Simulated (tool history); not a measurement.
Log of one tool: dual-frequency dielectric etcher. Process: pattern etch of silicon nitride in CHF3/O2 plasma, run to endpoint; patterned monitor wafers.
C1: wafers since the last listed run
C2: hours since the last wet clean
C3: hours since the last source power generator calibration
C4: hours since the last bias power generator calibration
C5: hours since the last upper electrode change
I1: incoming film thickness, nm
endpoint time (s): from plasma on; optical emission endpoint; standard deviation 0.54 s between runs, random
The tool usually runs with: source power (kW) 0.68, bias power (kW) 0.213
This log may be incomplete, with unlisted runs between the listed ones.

Run 1, day 0: usual settings; C1 0; C2 262.3; C3 5340.9; C4 3373.7; C5 2617.3; I1 106.1. Result: endpoint time (s) 59.9.
Run 2, day 0.375: usual settings; C1 85; C2 271.3; C3 5349.9; C4 3382.7; C5 2626.3; I1 107.1. Result: endpoint time (s) 61.3.
Run 3, day 0.767: usual settings; C1 89; C2 280.7; C3 5359.3; C4 3392.1; C5 2635.7; I1 106.1. Result: endpoint time (s) 60.
Run 4, day 1.212: usual settings; C1 102; C2 291.4; C3 5370; C4 3402.8; C5 2646.4; I1 106.3. Result: endpoint time (s) 60.3.
Run 5, day 1.871: usual settings but source power (kW) 0.6; C1 150; C2 307.2; C3 5385.8; C4 3418.6; C5 2662.2; I1 106.3. Result: endpoint time (s) 65.1.
Run 6, day 2.367: usual settings but source power (kW) 0.6; C1 113; C2 319.1; C3 5397.7; C4 3430.5; C5 2674.1; I1 105.8. Result: endpoint time (s) 64.5.
Run 7, day 2.679: usual settings; C1 71; C2 326.6; C3 5405.2; C4 3438; C5 2681.6; I1 106.4. Result: endpoint time (s) 61.
Run 8, day 3.133: usual settings; C1 104; C2 337.5; C3 5416.1; C4 3448.9; C5 2692.5; I1 106.9. Result: endpoint time (s) 61.2.
Run 9, day 3.65: usual settings; C1 118; C2 349.9; C3 5428.5; C4 3461.3; C5 2704.9; I1 106.9. Result: endpoint time (s) 59.1.
Run 10, day 4.392: usual settings; C1 169; C2 367.7; C3 5446.3; C4 3479.1; C5 2722.7; I1 106.5. Result: endpoint time (s) 61.
At day 5.688: wet clean of the chamber.
Run 11, day 5.708: usual settings; C1 72; C2 0.5; C3 5477.9; C4 3510.7; C5 2754.3; I1 105.8. Result: endpoint time (s) 61.8.
Run 12, day 5.725: usual settings; C1 3; C2 0.9; C3 5478.3; C4 3511.1; C5 2754.7; I1 105.7. Result: endpoint time (s) 61.8.
Run 13, day 6.05: usual settings; C1 74; C2 8.7; C3 5486.1; C4 3518.9; C5 2762.5; I1 106.6. Result: endpoint time (s) 61.2.
At day 7.083: bias power generator calibrated.
At day 8.125: upper electrode replaced, of another model than before.
Run 14, day 8.146: usual settings but source power (kW) 0.54, bias power (kW) 0.26; C1 212; C2 59; C3 5536.4; C4 25.5; C5 0.5; I1 106.7. Result: endpoint time (s) 69.6.
Run 15, day 8.158: usual settings; C1 2; C2 59.3; C3 5536.7; C4 25.8; C5 0.8; I1 106.7. Result: endpoint time (s) 62.
Run 16, day 8.175: usual settings; C1 3; C2 59.7; C3 5537.1; C4 26.2; C5 1.2; I1 105.8. Result: endpoint time (s) 61.1.
Run 17, day 8.925: usual settings but source power (kW) 0.58, bias power (kW) 0.262; C1 171; C2 77.7; C3 5555.1; C4 44.2; C5 19.2; I1 107.3. Result: endpoint time (s) 64.6.
At day 9.192: source power generator calibrated.
Run 18, day 9.642: usual settings but source power (kW) 0.77, bias power (kW) 0.231; C1 126; C2 94.9; C3 10.8; C4 61.4; C5 36.4; I1 106.1. Result: endpoint time (s) 53.2.
Run 19, day 10.367: usual settings but source power (kW) 0.76, bias power (kW) 0.182; C1 166; C2 112.3; C3 28.2; C4 78.8; C5 53.8; I1 106.6. Result: endpoint time (s) 61.7.
Run 20, day 11.121: usual settings but source power (kW) 0.77; C1 172; C2 130.4; C3 46.3; C4 96.9; C5 71.9; I1 106.8. Result: endpoint time (s) 55.6.
Run 21, day 11.717: usual settings but source power (kW) 0.51, bias power (kW) 0.26; C1 136; C2 144.7; C3 60.6; C4 111.2; C5 86.2; I1 107.4. Result: endpoint time (s) 74.4.
Run 22, day 12.175: usual settings but source power (kW) 0.83; C1 105; C2 155.7; C3 71.6; C4 122.2; C5 97.2; I1 107. Result: endpoint time (s) 53.3.
Run 23, day 12.538: usual settings but bias power (kW) 0.199; C1 83; C2 164.4; C3 80.3; C4 130.9; C5 105.9; I1 107.3. Result: endpoint time (s) 63.5.
Run 24, day 14.417: usual settings but source power (kW) 0.61, bias power (kW) 0.197; C1 430; C2 209.5; C3 125.4; C4 176; C5 151; I1 105.9. Result: endpoint time (s) 69.1.

Each row is a separate what-if for the run after 24, all from the same tool condition, not one after another. Results?
Run A, day 14.433: usual settings; C1 3; C2 209.9; C3 125.8; C4 176.4; C5 151.4; I1 106.3. Result: endpoint time (s) ?.
Run B, day 14.433: usual settings but source power (kW) 0.75, bias power (kW) 0.184; C1 3; C2 209.9; C3 125.8; C4 176.4; C5 151.4; I1 106.3. Result: endpoint time (s) ?.
Run C, day 14.433: usual settings but source power (kW) 0.85, bias power (kW) 0.259; C1 3; C2 209.9; C3 125.8; C4 176.4; C5 151.4; I1 106.3. Result: endpoint time (s) ?.
Run D, day 14.433: usual settings but source power (kW) 0.8, bias power (kW) 0.235; C1 3; C2 209.9; C3 125.8; C4 176.4; C5 151.4; I1 106.3. Result: endpoint time (s) ?.

run  endpoint time (s)
  A                 61
  B               60.8
  C               47.2
  D               51.4
Without the tool's hidden state the same runs would have given:
run  endpoint time (s)
  A               62.5
  B               62.3
  C               48.3
  D               52.7

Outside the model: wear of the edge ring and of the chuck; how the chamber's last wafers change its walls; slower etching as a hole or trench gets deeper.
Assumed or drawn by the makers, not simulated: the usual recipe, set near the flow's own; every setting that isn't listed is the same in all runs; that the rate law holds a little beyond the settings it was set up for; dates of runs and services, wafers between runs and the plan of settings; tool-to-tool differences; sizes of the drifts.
